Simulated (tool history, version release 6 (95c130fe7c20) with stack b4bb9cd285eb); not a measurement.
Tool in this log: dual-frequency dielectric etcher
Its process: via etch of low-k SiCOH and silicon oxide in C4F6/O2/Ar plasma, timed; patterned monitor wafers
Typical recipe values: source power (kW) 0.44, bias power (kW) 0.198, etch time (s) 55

run     day  source power (kW)  bias power (kW)  etch time (s)  read-back reference wafer on the same gauge, depth_nm  mean etch depth across the wafer (Å)
  1       0               0.44            0.198             55                                                    154                                  1486
  2   1.325               0.42            0.198             55                                                  154.1                                  1452
  3   2.308               0.42            0.198             55                                                    154                                  1451
  4   3.283               0.44            0.215             55                                                    154                                  1532
  5   4.054               0.44            0.215             55                                                    154                                  1531
  6   4.571               0.44            0.215             55                                                  153.9                                  1532
  7   5.242               0.44            0.198             55                                                    154                                  1493
  8   6.612               0.44            0.198             55                                                    154                                  1495
  9   7.742               0.44            0.178             55                                                  153.9                                  1434
 10   8.633               0.44            0.178             55                                                  153.9                                  1439
      9.217  -- bias power generator calibrated
 11   9.921               0.44            0.178             55                                                  153.9                                  1434
 12  10.962               0.39            0.236             49                                                  153.9                                  1337
 13  11.754               0.39            0.213           42.5                                                  153.9                                  1119
 14  13.092               0.52            0.215           48.5                                                    154                                  1475
     14.425  -- wet clean of the chamber
     15.017  -- gauge calibrated
     15.442  -- upper electrode replaced
 15  15.462               0.44            0.151           42.5                                                  153.9                                  1038
 16  15.504               0.44            0.198             55                                                    154                                  1480
 17      17               0.47             0.24             55                                                    154                                  1639
      17.25  -- source power generator calibrated
 18  17.988               0.44            0.198             55                                                    154                                  1514
 19  18.579               0.37            0.222           44.5                                                    154                                  1172
 20  19.454               0.51            0.198             55                                                    154                                  1624
 21  20.396               0.44            0.198             55                                                  153.9                                  1514
 22  24.738               0.47            0.229           69.5                                                    154                                  2085

Some steps in mean etch depth across the wafer (Å) between neighbouring runs. How much of each would the tool show without its hidden state too (settings, what came in, random variation), and how much is left for the hidden state, with any gauge scatter that isn't in both results?
Unlogged tool condition in this case: etch rate over this chamber's usual, %; source power that arrives over what is set, %; bias power that arrives over what is set, %; gauge reads high (%).
Run 14 -> 15: source power (kW) 0.52 -> 0.44, bias power (kW) 0.215 -> 0.151, etch time (s) 48.5 -> 42.5, wet clean of the chamber, gauge calibrated, upper electrode replaced. mean etch depth across the wafer (Å) -437: hidden state -11, all else -426.
Run 17 -> 18: source power (kW) 0.47 -> 0.44, bias power (kW) 0.24 -> 0.198, source power generator calibrated. mean etch depth across the wafer (Å) -125: hidden state +37, all else -162.
Run 19 -> 20: source power (kW) 0.37 -> 0.51, bias power (kW) 0.222 -> 0.198, etch time (s) 44.5 -> 55. mean etch depth across the wafer (Å) +452: hidden state +2, all else +450.
Run 21 -> 22: source power (kW) 0.44 -> 0.47, bias power (kW) 0.198 -> 0.229, etch time (s) 55 -> 69.5. mean etch depth across the wafer (Å) +571: hidden state +5, all else +566.
